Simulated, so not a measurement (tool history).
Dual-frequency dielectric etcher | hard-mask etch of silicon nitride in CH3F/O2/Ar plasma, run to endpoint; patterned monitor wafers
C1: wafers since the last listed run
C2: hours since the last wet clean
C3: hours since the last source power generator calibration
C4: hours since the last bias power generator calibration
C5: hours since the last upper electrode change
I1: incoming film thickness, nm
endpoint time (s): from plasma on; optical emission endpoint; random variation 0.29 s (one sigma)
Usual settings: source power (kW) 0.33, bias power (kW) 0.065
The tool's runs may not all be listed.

{"run": 1, "day": 0.0, "source power (kW)": 0.33, "bias power (kW)": 0.054, "C1": 0, "C2": 395.9, "C3": 3485.4, "C4": 1301.6, "C5": 4363.9, "I1": 28.94, "endpoint time (s)": 46.3}
{"run": 2, "day": 1.904, "source power (kW)": 0.33, "bias power (kW)": 0.054, "C1": 280, "C2": 441.6, "C3": 3531.1, "C4": 1347.3, "C5": 4409.6, "I1": 29.18, "endpoint time (s)": 47.5}
{"run": 3, "day": 3.646, "source power (kW)": 0.33, "bias power (kW)": 0.054, "C1": 256, "C2": 483.4, "C3": 3572.9, "C4": 1389.1, "C5": 4451.4, "I1": 29.05, "endpoint time (s)": 46.7}
{"run": 4, "day": 6.404, "source power (kW)": 0.3, "bias power (kW)": 0.065, "C1": 406, "C2": 549.6, "C3": 3639.1, "C4": 1455.3, "C5": 4517.6, "I1": 28.95, "endpoint time (s)": 48.3}
{"run": 5, "day": 8.038, "source power (kW)": 0.33, "bias power (kW)": 0.065, "C1": 240, "C2": 588.8, "C3": 3678.3, "C4": 1494.5, "C5": 4556.8, "I1": 28.99, "endpoint time (s)": 45.3}
{"day": 10.154, "done": "wet clean of the chamber"}
{"run": 6, "day": 10.862, "source power (kW)": 0.33, "bias power (kW)": 0.065, "C1": 269, "C2": 17, "C3": 3746.1, "C4": 1562.3, "C5": 4624.6, "I1": 29.19, "endpoint time (s)": 43.1}
{"run": 7, "day": 12.25, "source power (kW)": 0.33, "bias power (kW)": 0.065, "C1": 204, "C2": 50.3, "C3": 3779.4, "C4": 1595.6, "C5": 4657.9, "I1": 28.79, "endpoint time (s)": 43.2}
{"run": 8, "day": 14.483, "source power (kW)": 0.33, "bias power (kW)": 0.065, "C1": 329, "C2": 103.9, "C3": 3833, "C4": 1649.2, "C5": 4711.5, "I1": 28.96, "endpoint time (s)": 43.6}
{"run": 9, "day": 16.625, "source power (kW)": 0.33, "bias power (kW)": 0.065, "C1": 315, "C2": 155.3, "C3": 3884.4, "C4": 1700.6, "C5": 4762.9, "I1": 29.1, "endpoint time (s)": 44}
{"run": 10, "day": 17.629, "source power (kW)": 0.33, "bias power (kW)": 0.065, "C1": 148, "C2": 179.4, "C3": 3908.5, "C4": 1724.7, "C5": 4787, "I1": 28.82, "endpoint time (s)": 43.1}
{"run": 11, "day": 19.754, "source power (kW)": 0.38, "bias power (kW)": 0.073, "C1": 313, "C2": 230.4, "C3": 3959.5, "C4": 1775.7, "C5": 4838, "I1": 28.9, "endpoint time (s)": 39}
{"run": 12, "day": 21.95, "source power (kW)": 0.3, "bias power (kW)": 0.065, "C1": 323, "C2": 283.1, "C3": 4012.2, "C4": 1828.4, "C5": 4890.7, "I1": 28.88, "endpoint time (s)": 47.2}
{"run": 13, "day": 23.788, "source power (kW)": 0.37, "bias power (kW)": 0.065, "C1": 270, "C2": 327.2, "C3": 4056.3, "C4": 1872.5, "C5": 4934.8, "I1": 28.88, "endpoint time (s)": 41.6}
{"day": 27.258, "done": "upper electrode replaced, of another model than before"}
{"run": 14, "day": 30.858, "source power (kW)": 0.26, "bias power (kW)": 0.065, "C1": 895, "C2": 496.9, "C3": 4226, "C4": 2042.2, "C5": 86.4, "I1": 28.87, "endpoint time (s)": 47.8}
{"day": 31.075, "done": "source power generator calibrated"}
{"day": 31.517, "done": "bias power generator calibrated"}
{"day": 33.279, "done": "wet clean of the chamber"}
{"run": 15, "day": 38.879, "source power (kW)": 0.33, "bias power (kW)": 0.055, "C1": 986, "C2": 134.4, "C3": 187.3, "C4": 176.7, "C5": 278.9, "I1": 29.31, "endpoint time (s)": 45.6}
{"run": 16, "day": 41.875, "source power (kW)": 0.33, "bias power (kW)": 0.065, "C1": 441, "C2": 206.3, "C3": 259.2, "C4": 248.6, "C5": 350.8, "I1": 29.18, "endpoint time (s)": 45}
{"run": 17, "day": 44.096, "source power (kW)": 0.33, "bias power (kW)": 0.065, "C1": 327, "C2": 259.6, "C3": 312.5, "C4": 301.9, "C5": 404.1, "I1": 28.91, "endpoint time (s)": 43.7}
{"run": 18, "day": 46.583, "source power (kW)": 0.33, "bias power (kW)": 0.065, "C1": 366, "C2": 319.3, "C3": 372.2, "C4": 361.6, "C5": 463.8, "I1": 29.46, "endpoint time (s)": 45.4}
{"run": 19, "day": 48.529, "source power (kW)": 0.37, "bias power (kW)": 0.076, "C1": 286, "C2": 366, "C3": 418.9, "C4": 408.3, "C5": 510.5, "I1": 28.86, "endpoint time (s)": 42}
{"run": 20, "day": 49.988, "source power (kW)": 0.27, "bias power (kW)": 0.076, "C1": 215, "C2": 401, "C3": 453.9, "C4": 443.3, "C5": 545.5, "I1": 28.91, "endpoint time (s)": 46.3}
{"run": 21, "day": 51.267, "source power (kW)": 0.29, "bias power (kW)": 0.053, "C1": 188, "C2": 431.7, "C3": 484.6, "C4": 474, "C5": 576.2, "I1": 28.89, "endpoint time (s)": 48.1}

Forecast each of these 5 alternatives for the next run:
{"run": "A", "day": 51.283, "source power (kW)": 0.39, "bias power (kW)": 0.065, "C1": 2, "C2": 432.1, "C3": 485, "C4": 474.4, "C5": 576.6, "I1": 28.92, "endpoint time (s)": "?"}
{"run": "B", "day": 51.283, "source power (kW)": 0.27, "bias power (kW)": 0.074, "C1": 2, "C2": 432.1, "C3": 485, "C4": 474.4, "C5": 576.6, "I1": 28.92, "endpoint time (s)": "?"}
{"run": "C", "day": 51.283, "source power (kW)": 0.29, "bias power (kW)": 0.065, "C1": 2, "C2": 432.1, "C3": 485, "C4": 474.4, "C5": 576.6, "I1": 28.92, "endpoint time (s)": "?"}
{"run": "D", "day": 51.283, "source power (kW)": 0.33, "bias power (kW)": 0.051, "C1": 2, "C2": 432.1, "C3": 485, "C4": 474.4, "C5": 576.6, "I1": 28.92, "endpoint time (s)": "?"}
{"run": "E", "day": 51.283, "source power (kW)": 0.38, "bias power (kW)": 0.05, "C1": 2, "C2": 432.1, "C3": 485, "C4": 474.4, "C5": 576.6, "I1": 28.92, "endpoint time (s)": "?"}

run=A endpoint_time_(s)=42.8
run=B endpoint_time_(s)=47.2
run=C endpoint_time_(s)=47.2
run=D endpoint_time_(s)=46.8
run=E endpoint_time_(s)=44.8
Without the tool's hidden state the same runs would have given:
run=A endpoint_time_(s)=40.9
run=B endpoint_time_(s)=45.1
run=C endpoint_time_(s)=45.1
run=D endpoint_time_(s)=44.8
run=E endpoint_time_(s)=42.8

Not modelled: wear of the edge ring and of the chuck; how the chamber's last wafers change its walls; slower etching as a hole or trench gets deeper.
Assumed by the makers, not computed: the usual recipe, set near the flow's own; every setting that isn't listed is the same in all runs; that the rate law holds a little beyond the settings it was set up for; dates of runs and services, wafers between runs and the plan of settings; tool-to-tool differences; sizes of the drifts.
